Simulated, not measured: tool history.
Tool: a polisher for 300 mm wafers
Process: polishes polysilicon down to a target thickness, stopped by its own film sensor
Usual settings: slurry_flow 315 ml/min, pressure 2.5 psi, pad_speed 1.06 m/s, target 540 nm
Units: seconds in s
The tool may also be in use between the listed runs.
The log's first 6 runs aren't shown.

| run | hour | slurry_flow | pressure | pad_speed | target | wafers since the last listed run | wafers polished on this pad | hours since the slurry nozzle was cleaned | hours since the head pressure was calibrated | incoming thickness of the incoming film, nm | seconds |
|---|---|---|---|---|---|---|---|---|---|---|---|
| 7 | 86.9 | 315 | 2.2 | 1.06 | 540 | 119 | 521 | 584.7 | 1277.5 | 924.3 | 45.6 |
| 8 | 96.3 | 315 | 2.5 | 1.06 | 540 | 91 | 612 | 594.1 | 1286.9 | 906.7 | 39.8 |
|  | 111.4 | worn pad replaced by a new one |
| 9 | 111.9 | 315 | 2.5 | 1.06 | 540 | 112 | 4 | 609.7 | 1302.5 | 925.1 | 41.8 |
| 10 | 119.9 | 315 | 2.5 | 1.06 | 540 | 77 | 82 | 617.7 | 1310.5 | 910.9 | 40.5 |
| 11 | 132.2 | 315 | 2.5 | 1.06 | 540 | 119 | 202 | 630.0 | 1322.8 | 921.7 | 41.2 |
| 12 | 146.4 | 315 | 2.5 | 1.06 | 540 | 138 | 340 | 644.2 | 1337.0 | 913.4 | 40.6 |
| 13 | 160.7 | 315 | 1.9 | 1.06 | 540 | 139 | 479 | 658.5 | 1351.3 | 925.9 | 54.4 |
| 14 | 177.2 | 315 | 1.9 | 1.06 | 540 | 160 | 640 | 675.0 | 1367.8 | 914.4 | 53.8 |
| 15 | 193.5 | 315 | 1.9 | 1.06 | 540 | 158 | 798 | 691.3 | 1384.1 | 900.3 | 50.7 |
| 16 | 207.3 | 315 | 2.5 | 1.06 | 540 | 134 | 933 | 705.1 | 1397.9 | 911.6 | 40.4 |
|  | 211.4 | worn pad replaced by a new one |
| 17 | 225.2 | 315 | 2.1 | 1.06 | 540 | 135 | 134 | 723.0 | 1415.8 | 917.1 | 48.5 |
| 18 | 231.7 | 255 | 2.5 | 1.06 | 540 | 63 | 197 | 729.5 | 1422.3 | 909.2 | 40.6 |
| 19 | 240.4 | 315 | 2.5 | 1.06 | 486 | 84 | 282 | 738.2 | 1431.0 | 908.2 | 44.7 |
| 20 | 270.7 | 315 | 2.5 | 1.06 | 540 | 294 | 577 | 768.5 | 1461.3 | 913.7 | 40.1 |

The next listed run, before its measurement:
| 21 | 278.2 | 315 | 2.5 | 1.34 | 625 | 73 | 650 | 776.0 | 1468.8 | 899.5 | ? |

seconds: 23.4 s
Without the tool's hidden state the same run would have given seconds 23.4 s.
